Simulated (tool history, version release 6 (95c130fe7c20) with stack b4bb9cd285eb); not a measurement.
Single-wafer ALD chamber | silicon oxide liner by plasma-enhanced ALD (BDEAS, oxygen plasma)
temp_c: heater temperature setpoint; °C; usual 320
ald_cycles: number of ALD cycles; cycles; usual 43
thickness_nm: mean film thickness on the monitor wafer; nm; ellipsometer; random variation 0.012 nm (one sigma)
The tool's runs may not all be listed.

run	hour	temp_c	ald_cycles	wafers since the last listed run	hours since the last thermocouple change	hours since the gauge calibration	read-back reference wafer on the same gauge, thickness_nm	thickness_nm
1	0.0	320	43	0	1624.1	1871.2	3.092	3.819
2	37.8	320	43	343	1661.9	1909.0	3.089	3.827
3	80.7	320	43	390	1704.8	1951.9	3.091	3.818
4	144.9	313	43	583	1769.0	2016.1	3.087	3.875
5	181.9	313	43	336	1806.0	2053.1	3.092	3.853
6	241.6	320	46	542	1865.7	2112.8	3.091	4.101
7	306.4	320	46	589	1930.5	2177.6	3.088	4.107
8	355.2	320	46	443	1979.3	2226.4	3.093	4.109
9	401.8	320	43	423	2025.9	2273.0	3.094	3.818
10	469.8	320	43	618	2093.9	2341.0	3.088	3.833
11	529.4	320	43	542	2153.5	2400.6	3.091	3.831
12	601.1	320	43	652	2225.2	2472.3	3.090	3.841
13	639.3	320	43	347	2263.4	2510.5	3.091	3.831
14	688.5	320	43	447	2312.6	2559.7	3.090	3.824
# hour 771.5: thermocouple changed; heater temperature recalibrated
15	868.6	320	43	1565	97.1	2739.8	3.088	3.831
16	932.0	320	43	576	160.5	2803.2	3.090	3.836
17	1066.6	320	43	1224	295.1	2937.8	3.094	3.813
18	1095.7	320	43	264	324.2	2966.9	3.094	3.829
# hour 1119.6: gauge calibrated
19	1148.4	330	38	479	376.9	28.8	3.091	3.320
20	1198.0	330	38	451	426.5	78.4	3.090	3.323
21	1248.0	306	43	454	476.5	128.4	3.088	3.916
22	1291.1	326	43	392	519.6	171.5	3.091	3.796
23	1330.4	308	40	357	558.9	210.8	3.089	3.616
24	1394.2	315	34	580	622.7	274.6	3.089	3.053
25	1446.5	329	40	475	675.0	326.9	3.091	3.504
26	1512.3	320	43	598	740.8	392.7	3.092	3.812
27	1547.2	331	43	317	775.7	427.6	3.090	3.775
28	1615.7	320	38	623	844.2	496.1	3.088	3.376
29	1655.7	305	48	363	884.2	536.1	3.089	4.387
30	1684.2	320	47	259	912.7	564.6	3.091	4.206
31	1746.5	320	43	566	975.0	626.9	3.088	3.830
32	1793.3	320	43	425	1021.8	673.7	3.089	3.825
33	2008.3	314	51	1955	1236.8	888.7	3.089	4.581
34	2058.8	314	39	459	1287.3	939.2	3.091	3.525
35	2087.8	320	43	263	1316.3	968.2	3.091	3.829
36	2147.5	320	37	542	1376.0	1027.9	3.088	3.296
37	2181.9	315	37	312	1410.4	1062.3	3.089	3.325
38	2217.2	333	46	321	1445.7	1097.6	3.091	4.012
39	2258.6	320	43	376	1487.1	1139.0	3.089	3.832
40	2330.1	328	46	650	1558.6	1210.5	3.090	4.032
41	2368.0	330	46	344	1596.5	1248.4	3.092	4.026

Forecast each of these 4 alternatives for the next run:
A	2368.5	320	43	4	1597.0	1248.9	?	?
B	2368.5	312	46	4	1597.0	1248.9	?	?
C	2368.5	333	39	4	1597.0	1248.9	?	?
D	2368.5	315	43	4	1597.0	1248.9	?	?

run	read-back reference wafer on the same gauge, thickness_nm	thickness_nm
A	3.091	3.851
B	3.091	4.174
C	3.091	3.419
D	3.091	3.883
Without the tool's hidden state the same runs would have given:
run	thickness_nm
A	3.851
B	4.174
C	3.419
D	3.883

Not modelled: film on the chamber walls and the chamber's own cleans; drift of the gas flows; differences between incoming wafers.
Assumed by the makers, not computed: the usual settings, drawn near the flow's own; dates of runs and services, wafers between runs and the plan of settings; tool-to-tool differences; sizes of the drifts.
